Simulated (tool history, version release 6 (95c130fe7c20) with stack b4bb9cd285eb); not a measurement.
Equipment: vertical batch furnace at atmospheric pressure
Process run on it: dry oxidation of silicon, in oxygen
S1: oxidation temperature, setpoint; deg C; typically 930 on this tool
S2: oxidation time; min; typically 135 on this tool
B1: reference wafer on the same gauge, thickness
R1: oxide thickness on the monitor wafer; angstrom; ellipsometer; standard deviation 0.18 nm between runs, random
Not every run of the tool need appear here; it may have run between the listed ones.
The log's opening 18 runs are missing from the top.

run    hour   S1     S2     B1     R1
 19  1103.4  944    191  59.12  753.6
     1225.4  -- boat lift adjusted
 20  1305.9  913    196  59.22  583.9
 21  1376.8  923    105  59.25    453
 22  1423.7  930    135  59.25  547.2
 23  1523.8  930  200.5  59.36  686.9
 24  1559.4  930   88.5  59.27  437.7
 25  1605.3  911   95.5  59.37  396.3
 26  1646.9  914    101  59.34  417.7
 27  1680.8  920    135  59.38  502.4
     1726.1  -- gauge calibrated
 28  1748.3  937     96  58.41  476.6
 29    1808  930    135  58.46  541.9
 30  1852.4  948    101  58.38  525.9
 31    1889  930    177  58.47  627.5

Estimate the outcome of run 32 from the log above:
 32  1955.3  946  100   ?   ?

{"run 32": {"B1": 58.53, "R1": 517.6}}
If the tool had no hidden condition, the same run with the same run-to-run variation would have returned R1 515.7 angstrom.
